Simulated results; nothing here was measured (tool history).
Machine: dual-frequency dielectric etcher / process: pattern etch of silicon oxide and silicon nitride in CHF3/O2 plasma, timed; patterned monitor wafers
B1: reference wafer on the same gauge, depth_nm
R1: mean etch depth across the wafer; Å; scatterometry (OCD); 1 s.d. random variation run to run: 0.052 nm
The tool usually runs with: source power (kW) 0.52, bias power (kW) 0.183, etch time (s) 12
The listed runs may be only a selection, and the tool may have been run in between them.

Run 1, hour 0: usual settings; B1 15.35. Result: R1 183.7 Å.
Run 2, hour 26.8: usual settings but source power (kW) 0.6; B1 15.34. Result: R1 198.8 Å.
Run 3, hour 72.9: usual settings but source power (kW) 0.6; B1 15.34. Result: R1 197.8 Å.
Run 4, hour 101.7: usual settings but source power (kW) 0.6; B1 15.34. Result: R1 199.2 Å.
Run 5, hour 133.5: usual settings; B1 15.37. Result: R1 185.1 Å.
Run 6, hour 199.9: usual settings; B1 15.39. Result: R1 185 Å.
Run 7, hour 269.9: usual settings; B1 15.41. Result: R1 184 Å.
Run 8, hour 296.9: usual settings; B1 15.43. Result: R1 184.4 Å.
At hour 315.7: gauge calibrated.
At hour 399.4: wet clean of the chamber.
At hour 420.7: source power generator calibrated.
Run 9, hour 502.2: usual settings; B1 15.07. Result: R1 181.5 Å.
Run 10, hour 550.1: usual settings; B1 15.09. Result: R1 180.9 Å.
Run 11, hour 588.1: usual settings; B1 15.09. Result: R1 181.4 Å.
Run 12, hour 626.7: usual settings; B1 15.09. Result: R1 181.2 Å.
At hour 658.9: bias power generator calibrated.
Run 13, hour 671.7: usual settings; B1 15.11. Result: R1 181.4 Å.
Run 14, hour 715.7: usual settings; B1 15.11. Result: R1 181 Å.
At hour 754.3: upper electrode replaced.
Run 15, hour 786.7: usual settings but source power (kW) 0.48, bias power (kW) 0.148, etch time (s) 14; B1 15.15. Result: R1 181.5 Å.

Run 16, settings as shown, results not yet in. Your forecast:
Run 16, hour 817.4: usual settings but source power (kW) 0.59, etch time (s) 13; B1 ?. Result: R1 ?.

B1: 15.14
R1: 211 Å
Without the tool's hidden state the same run would have given R1 209 Å.

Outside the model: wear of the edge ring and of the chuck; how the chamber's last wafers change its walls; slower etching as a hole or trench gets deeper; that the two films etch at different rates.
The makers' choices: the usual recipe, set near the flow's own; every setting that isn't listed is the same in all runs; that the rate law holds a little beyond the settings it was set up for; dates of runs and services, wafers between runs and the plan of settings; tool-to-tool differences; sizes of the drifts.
